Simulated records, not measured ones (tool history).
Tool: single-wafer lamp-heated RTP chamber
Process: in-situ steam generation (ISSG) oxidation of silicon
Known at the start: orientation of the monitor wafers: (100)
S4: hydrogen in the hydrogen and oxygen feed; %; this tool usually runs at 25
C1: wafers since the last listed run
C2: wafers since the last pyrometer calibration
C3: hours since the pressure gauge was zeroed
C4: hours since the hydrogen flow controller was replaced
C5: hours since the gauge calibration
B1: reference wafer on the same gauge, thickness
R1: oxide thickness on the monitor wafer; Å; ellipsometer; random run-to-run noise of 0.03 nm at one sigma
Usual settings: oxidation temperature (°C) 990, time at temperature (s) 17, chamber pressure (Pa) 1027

Run 1, hour 0.0: usual settings but chamber pressure (Pa) 920; C1 0; C2 2441; C3 1399.1; C4 5167.7; C5 1002.4; B1 4.557. Result: R1 57.08 Å.
Run 2, hour 110.4: usual settings; C1 1016; C2 3457; C3 1509.5; C4 5278.1; C5 1112.8; B1 4.543. Result: R1 57.54 Å.
Run 3, hour 205.9: usual settings; C1 879; C2 4337; C3 1605.0; C4 5373.6; C5 1208.3; B1 4.536. Result: R1 57.48 Å.
At hour 207.9: gauge calibrated.
Run 4, hour 299.3: usual settings; C1 859; C2 5197; C3 1698.4; C4 5467.0; C5 91.4; B1 4.535. Result: R1 57.70 Å.
Run 5, hour 470.9: usual settings; C1 1580; C2 6777; C3 1870.0; C4 5638.6; C5 263.0; B1 4.543. Result: R1 57.35 Å.
Run 6, hour 523.2: usual settings; C1 481; C2 7258; C3 1922.3; C4 5690.9; C5 315.3; B1 4.544. Result: R1 57.36 Å.
At hour 560.6: pyrometer window cleaned and pyrometer calibrated.
Run 7, hour 629.7: usual settings; C1 906; C2 635; C3 2028.8; C4 5797.4; C5 421.8; B1 4.533. Result: R1 56.00 Å.
Run 8, hour 691.6: usual settings; C1 569; C2 1205; C3 2090.7; C4 5859.3; C5 483.7; B1 4.539. Result: R1 56.08 Å.
Run 9, hour 734.4: usual settings but oxidation temperature (°C) 997; C1 394; C2 1599; C3 2133.5; C4 5902.1; C5 526.5; B1 4.542. Result: R1 58.26 Å.
Run 10, hour 824.8: usual settings but oxidation temperature (°C) 997; C1 832; C2 2432; C3 2223.9; C4 5992.5; C5 616.9; B1 4.542. Result: R1 58.35 Å.
At hour 885.7: hydrogen flow controller replaced.
Run 11, hour 903.4: usual settings; C1 650; C2 3082; C3 2302.5; C4 17.7; C5 695.5; B1 4.527. Result: R1 57.03 Å.
Run 12, hour 997.3: usual settings; C1 864; C2 3946; C3 2396.4; C4 111.6; C5 789.4; B1 4.539. Result: R1 56.73 Å.
Run 13, hour 1077.5: usual settings; C1 738; C2 4685; C3 2476.6; C4 191.8; C5 869.6; B1 4.524. Result: R1 57.49 Å.
Run 14, hour 1182.0: usual settings but oxidation temperature (°C) 984, time at temperature (s) 19, chamber pressure (Pa) 920, S4 15 %; C1 962; C2 5647; C3 2581.1; C4 296.3; C5 974.1; B1 4.542. Result: R1 51.74 Å.
At hour 1182.3: gauge calibrated.
Run 15, hour 1268.9: usual settings but oxidation temperature (°C) 980, chamber pressure (Pa) 1200; C1 800; C2 6447; C3 2668.0; C4 383.2; C5 86.6; B1 4.536. Result: R1 54.44 Å.
Run 16, hour 1337.0: usual settings but chamber pressure (Pa) 920, S4 32 %; C1 627; C2 7074; C3 2736.1; C4 451.3; C5 154.7; B1 4.530. Result: R1 61.50 Å.
At hour 1395.1: pressure gauge zeroed.
Run 17, hour 1499.2: usual settings but time at temperature (s) 11, chamber pressure (Pa) 920; C1 1419; C2 8494; C3 104.1; C4 613.5; C5 316.9; B1 4.551. Result: R1 47.61 Å.
Run 18, hour 1554.1: usual settings but oxidation temperature (°C) 981; C1 505; C2 9000; C3 159.0; C4 668.4; C5 371.8; B1 4.540. Result: R1 55.47 Å.
At hour 1592.0: pyrometer window cleaned and pyrometer calibrated.
Run 19, hour 1624.0: usual settings but S4 18 %; C1 569; C2 294; C3 228.9; C4 738.3; C5 441.7; B1 4.541. Result: R1 51.50 Å.
Run 20, hour 1701.3: usual settings but chamber pressure (Pa) 1173; C1 711; C2 1006; C3 306.2; C4 815.6; C5 519.0; B1 4.542. Result: R1 55.67 Å.
Run 21, hour 1781.9: usual settings but S4 29 %; C1 742; C2 1748; C3 386.8; C4 896.2; C5 599.6; B1 4.534. Result: R1 58.32 Å.
Run 22, hour 1835.5: usual settings but chamber pressure (Pa) 1173, S4 16 %; C1 493; C2 2242; C3 440.4; C4 949.8; C5 653.2; B1 4.536. Result: R1 50.70 Å.
Run 23, hour 1920.1: usual settings but oxidation temperature (°C) 971, time at temperature (s) 15, S4 16 %; C1 778; C2 3021; C3 525.0; C4 1034.4; C5 737.8; B1 4.541. Result: R1 45.58 Å.
Run 24, hour 1981.5: usual settings; C1 565; C2 3586; C3 586.4; C4 1095.8; C5 799.2; B1 4.538. Result: R1 57.56 Å.
Run 25, hour 2086.1: usual settings but time at temperature (s) 21, chamber pressure (Pa) 920; C1 963; C2 4549; C3 691.0; C4 1200.4; C5 903.8; B1 4.542. Result: R1 62.08 Å.
Run 26, hour 2154.8: usual settings but oxidation temperature (°C) 984, time at temperature (s) 19, chamber pressure (Pa) 920, S4 15 %; C1 632; C2 5182; C3 759.7; C4 1269.1; C5 972.5; B1 4.531. Result: R1 51.88 Å.

Difference, measured minus no-hidden-state, one row per run. Run-to-run variation is common to both terms; the gauge's own scatter need not be:
What the log doesn't record here: true wafer temperature minus pyrometer reading, K; true pressure minus gauge reading, Torr; deviation of the hydrogen flow from its setpoint, %; gauge reads high (%).
run     R1
  1  +1.33
  2  +1.63
  3  +1.80
  4  +1.93
  5  +2.08
  6  +2.12
  7  +0.46
  8  +0.77
  9  +1.04
 10  +1.38
 11  +1.51
 12  +1.70
 13  +1.84
 14  +1.75
 15  +1.81
 16  +2.22
 17  +1.53
 18  +1.97
 19  +0.25
 20  +0.70
 21  +1.10
 22  +1.12
 23  +1.01
 24  +1.66
 25  +2.12
 26  +1.73
